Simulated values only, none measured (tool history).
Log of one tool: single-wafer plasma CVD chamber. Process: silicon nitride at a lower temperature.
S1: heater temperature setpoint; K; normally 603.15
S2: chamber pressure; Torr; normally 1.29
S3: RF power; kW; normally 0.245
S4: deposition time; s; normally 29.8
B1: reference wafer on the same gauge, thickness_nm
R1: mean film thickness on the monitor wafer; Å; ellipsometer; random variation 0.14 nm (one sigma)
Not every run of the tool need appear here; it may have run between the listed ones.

run	day	S1	S2	S3	S4	B1	R1
1	0	603.15	1.29	0.245	29.8	26.094	306.05
2	2.933	603.15	1.29	0.245	29.8	26.115	304.62
3	5.812	603.15	1.29	0.265	29.8	26.094	324.87
4	9.308	603.15	1.29	0.265	29.8	26.086	321.51
5	11.275	603.15	1.29	0.265	29.8	26.105	319.7
6	13.154	603.15	1.29	0.245	29.8	26.107	301.53
# day 13.8: RF generator calibrated
# day 17.242: capacitance manometer re-zeroed and calibrated
7	17.262	603.15	1.29	0.245	29.8	26.106	313.44
# day 20.338: showerhead replaced, of another model than before
8	20.688	603.15	1.29	0.245	29.8	26.095	312.68
9	24.929	603.15	1.29	0.245	29.8	26.102	314.82
# day 26.012: thermocouple changed; heater temperature recalibrated
10	28.529	603.15	1.17	0.245	29.8	26.116	298.07
11	30.112	603.15	1.29	0.205	29.8	26.086	291.83
12	32.529	603.15	1.29	0.245	29.8	26.082	312.46
13	35.183	609.15	1.29	0.27	29.8	26.078	323.92
14	39.083	593.15	1.12	0.29	29.8	26.097	312.16
# day 40.112: gauge calibrated
15	43.004	615.15	1.52	0.245	29.8	26.074	330.62
16	46.288	617.15	1.59	0.245	31.9	26.097	358.56
17	47.838	615.15	1.52	0.245	29.8	26.079	332.22
18	51.083	603.15	1.29	0.245	29.8	26.106	309.84
19	53.204	603.15	1.29	0.245	28.3	26.074	294.4
# day 54.908: capacitance manometer re-zeroed and calibrated
20	56.958	588.15	1.09	0.245	29.8	26.104	284.53
21	59.779	603.15	1.29	0.245	29.8	26.096	309.83
# day 60.338: RF generator calibrated
22	62.804	603.15	1.48	0.245	29.8	26.066	336.53
23	66.4	596.15	1.55	0.26	29.8	26.094	351.85
24	68.183	603.15	1.29	0.265	29.8	26.117	325.18
25	70.45	603.15	1.29	0.245	29.8	26.096	314.98
26	74.4	603.15	1.29	0.245	29.8	26.06	315
27	78.188	608.15	1.29	0.26	29.8	26.132	320.56

Predict each of these 5 candidate next runs independently; none follows another, all start after run 27:
A	78.204	603.15	1.29	0.245	29.8	?	?
B	78.204	603.15	1.29	0.245	25.1	?	?
C	78.204	603.15	1.29	0.245	25.5	?	?
D	78.204	592.15	1.29	0.245	29.8	?	?
E	78.204	603.15	1.02	0.245	29.8	?	?

run	B1	R1
A	26.105	310.87
B	26.105	261.94
C	26.105	266.1
D	26.105	312.21
E	26.105	272.61
Stripped of hidden state, with their random variation kept, the same runs would have yielded:
run	R1
A	313.44
B	264.11
C	268.31
D	314.79
E	274.87
